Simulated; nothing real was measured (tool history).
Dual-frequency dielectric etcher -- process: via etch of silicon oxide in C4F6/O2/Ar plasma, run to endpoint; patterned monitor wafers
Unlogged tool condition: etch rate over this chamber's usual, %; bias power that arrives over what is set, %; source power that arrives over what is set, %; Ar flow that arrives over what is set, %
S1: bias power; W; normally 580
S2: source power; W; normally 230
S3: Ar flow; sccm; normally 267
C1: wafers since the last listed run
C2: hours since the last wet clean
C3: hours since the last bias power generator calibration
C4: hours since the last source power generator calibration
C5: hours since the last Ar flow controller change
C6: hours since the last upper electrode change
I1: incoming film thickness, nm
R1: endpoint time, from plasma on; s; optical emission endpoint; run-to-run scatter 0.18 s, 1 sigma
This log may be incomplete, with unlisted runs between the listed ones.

run	day	S1	S2	S3	C1	C2	C3	C4	C5	C6	I1	R1
1	0.000	580	230	267	0	63.3	2120.3	2805.5	3257.4	5124.7	88.0	23.1
2	1.479	580	230	267	334	98.8	2155.8	2841.0	3292.9	5160.2	88.5	23.0
3	3.267	580	230	267	404	141.7	2198.7	2883.9	3335.8	5203.1	88.2	23.0
4	10.446	580	230	267	1624	314.0	2371.0	3056.2	3508.1	5375.4	88.0	23.0
5	12.496	580	230	267	463	363.2	2420.2	3105.4	3557.3	5424.6	87.6	22.7
6	14.742	580	250	267	508	417.1	2474.1	3159.3	3611.2	5478.5	88.0	22.7
7	17.179	580	250	267	551	475.6	2532.6	3217.8	3669.7	5537.0	87.4	22.4
8	19.533	580	250	267	532	532.1	2589.1	3274.3	3726.2	5593.5	88.6	22.7
# day 20.567: upper electrode replaced
9	20.883	580	230	226	79	564.5	2621.5	3306.7	3758.6	7.6	88.5	22.6
10	22.008	580	230	226	254	591.5	2648.5	3333.7	3785.6	34.6	87.5	22.4
# day 24.754: wet clean of the chamber
11	24.775	580	230	226	399	0.5	2714.9	3400.1	3852.0	101.0	87.9	22.4
# day 25.246: source power generator calibrated
12	32.825	580	230	267	1783	193.7	2908.1	181.9	4045.2	294.2	87.1	22.9
13	34.267	438	290	332	326	228.3	2942.7	216.5	4079.8	328.8	88.2	25.2
14	36.633	580	190	312	535	285.1	2999.5	273.3	4136.6	385.6	87.5	24.5
15	39.279	580	230	267	598	348.6	3063.0	336.8	4200.1	449.1	88.1	23.1
16	41.033	580	230	267	396	390.7	3105.1	378.9	4242.2	491.2	87.6	23.2
# day 43.212: bias power generator calibrated
17	44.646	698	230	267	779	477.4	34.4	465.6	4328.9	577.9	86.8	20.4

Run 18 has not been measured yet. What should we expect?
18	46.746	580	230	305	475	527.8	84.8	516.0	4379.3	628.3	88.4	?

R1: 23.5 s
Take away the tool's hidden state, keep the run-to-run variation as it was, and the same run would have given R1 23.5 s.

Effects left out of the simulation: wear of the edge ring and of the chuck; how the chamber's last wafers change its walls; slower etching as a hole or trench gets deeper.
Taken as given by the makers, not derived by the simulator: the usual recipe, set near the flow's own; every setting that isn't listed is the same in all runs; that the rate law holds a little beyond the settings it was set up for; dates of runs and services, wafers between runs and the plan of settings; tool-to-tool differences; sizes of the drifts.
